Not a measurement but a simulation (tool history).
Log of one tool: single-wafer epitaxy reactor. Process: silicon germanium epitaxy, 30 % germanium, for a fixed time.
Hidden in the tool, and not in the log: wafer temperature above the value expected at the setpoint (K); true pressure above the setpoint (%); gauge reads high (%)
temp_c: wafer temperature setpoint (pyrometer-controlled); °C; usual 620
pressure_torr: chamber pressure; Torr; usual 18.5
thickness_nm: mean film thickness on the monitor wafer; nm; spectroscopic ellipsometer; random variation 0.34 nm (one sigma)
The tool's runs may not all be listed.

run   hour  temp_c  pressure_torr  wafers since the last listed run  hours since the last pyrometer calibration  hours since the last manometer calibration  hours since the showerhead was replaced  hours since the gauge calibration  read-back reference wafer on the same gauge, thickness_nm  thickness_nm
  1    0.0     620           18.5                                 0                                       816.6                                      2458.8                                   6815.9                              194.5                                                     83.180        71.923
  2   24.0     620           15.6                               457                                       840.6                                      2482.8                                   6839.9                              218.5                                                     83.103        64.092
  3   31.7     620           18.5                               146                                       848.3                                      2490.5                                   6847.6                              226.2                                                     83.137        71.525
  4   45.4     629           21.7                               260                                       862.0                                      2504.2                                   6861.3                              239.9                                                     83.219        93.935
  5   60.1     620           18.5                               280                                       876.7                                      2518.9                                   6876.0                              254.6                                                     83.045        71.726
  6   72.1     610           18.5                               228                                       888.7                                      2530.9                                   6888.0                              266.6                                                     83.366        59.113
  7   82.7     610           18.5                               201                                       899.3                                      2541.5                                   6898.6                              277.2                                                     83.288        59.016
  8   95.5     610           18.5                               243                                       912.1                                      2554.3                                   6911.4                              290.0                                                     83.185        58.721
  9  111.0     627           15.3                               295                                       927.6                                      2569.8                                   6926.9                              305.5                                                     83.174        71.040
 10  125.0     627           15.3                               266                                       941.6                                      2583.8                                   6940.9                              319.5                                                     83.281        70.960
 11  138.9     616           15.1                               264                                       955.5                                      2597.7                                   6954.8                              333.4                                                     83.036        56.811
     144.9  -- gauge calibrated
 12  145.8     616           15.1                               131                                       962.4                                      2604.6                                   6961.7                                0.9                                                     83.229        56.523
 13  160.2     616           15.1                               274                                       976.8                                      2619.0                                   6976.1                               15.3                                                     83.223        56.765
 14  176.3     620           16.8                               306                                       992.9                                      2635.1                                   6992.2                               31.4                                                     83.200        66.204
     188.6  -- showerhead replaced, of another model than before
 15  189.1     620           16.8                                91                                      1005.7                                      2647.9                                      0.5                               44.2                                                     83.153        68.264
 16  194.1     628           16.7                                95                                      1010.7                                      2652.9                                      5.5                               49.2                                                     83.097        79.345
 17  201.6     606           18.5                               142                                      1018.2                                      2660.4                                     13.0                               56.7                                                     83.060        53.911
 18  215.6     620           16.0                               266                                      1032.2                                      2674.4                                     27.0                               70.7                                                     83.164        66.221
 19  222.9     625           22.8                               139                                      1039.5                                      2681.7                                     34.3                               78.0                                                     83.240        84.277
 20  236.2     613           23.1                               253                                      1052.8                                      2695.0                                     47.6                               91.3                                                     83.206        67.404
 21  244.1     620           15.6                               150                                      1060.7                                      2702.9                                     55.5                               99.2                                                     83.144        65.337
 22  250.3     631           21.2                               118                                      1066.9                                      2709.1                                     61.7                              105.4                                                     83.212        90.707
     263.6  -- capacitance manometer re-zeroed and calibrated
 23  265.3     620           18.5                               133                                      1081.9                                         1.7                                     76.7                              120.4                                                     83.084        70.218
 24  271.3     611           13.9                               114                                      1087.9                                         7.7                                     82.7                              126.4                                                     83.181        53.489
 25  278.8     616           22.3                               142                                      1095.4                                        15.2                                     90.2                              133.9                                                     83.255        69.776
 26  289.2     605           18.5                               198                                      1105.8                                        25.6                                    100.6                              144.3                                                     83.238        52.293
     297.3  -- pyrometer calibrated
 27  297.8     634           19.7                                11                                         0.5                                        34.2                                    109.2                              152.9                                                     83.006       103.974
 28  311.3     611           15.9                               257                                        14.0                                        47.7                                    122.7                              166.4                                                     83.211        62.021
 29  325.1     613           17.0                               262                                        27.8                                        61.5                                    136.5                              180.2                                                     83.207        65.976
 30  335.7     629           14.4                               201                                        38.4                                        72.1                                    147.1                              190.8                                                     83.147        84.358
 31  348.4     620           18.5                               241                                        51.1                                        84.8                                    159.8                              203.5                                                     83.309        77.705
 32  361.5     620           20.9                               249                                        64.2                                        97.9                                    172.9                              216.6                                                     83.137        81.122
 33  370.9     633           14.8                               179                                        73.6                                       107.3                                    182.3                              226.0                                                     83.141        90.409
 34  387.3     612           20.5                               312                                        90.0                                       123.7                                    198.7                              242.4                                                     83.155        69.588
 35  405.1     606           23.0                               339                                       107.8                                       141.5                                    216.5                              260.2                                                     83.230        64.846

Forecast each of these 4 alternatives for the next run:
  A  405.5     620           18.5                                 7                                       108.2                                       141.9                                    216.9                              260.6                                                          ?             ?
  B  405.5     620           16.7                                 7                                       108.2                                       141.9                                    216.9                              260.6                                                          ?             ?
  C  405.5     606           20.2                                 7                                       108.2                                       141.9                                    216.9                              260.6                                                          ?             ?
  D  405.5     632           16.6                                 7                                       108.2                                       141.9                                    216.9                              260.6                                                          ?             ?

run  read-back reference wafer on the same gauge, thickness_nm  thickness_nm
  A                                                     83.025        77.270
  B                                                     83.025        74.387
  C                                                     83.025        61.340
  D                                                     83.025        92.410
Without the tool's hidden state the same runs would have given:
run  thickness_nm
  A        77.648
  B        74.751
  C        61.650
  D        92.850

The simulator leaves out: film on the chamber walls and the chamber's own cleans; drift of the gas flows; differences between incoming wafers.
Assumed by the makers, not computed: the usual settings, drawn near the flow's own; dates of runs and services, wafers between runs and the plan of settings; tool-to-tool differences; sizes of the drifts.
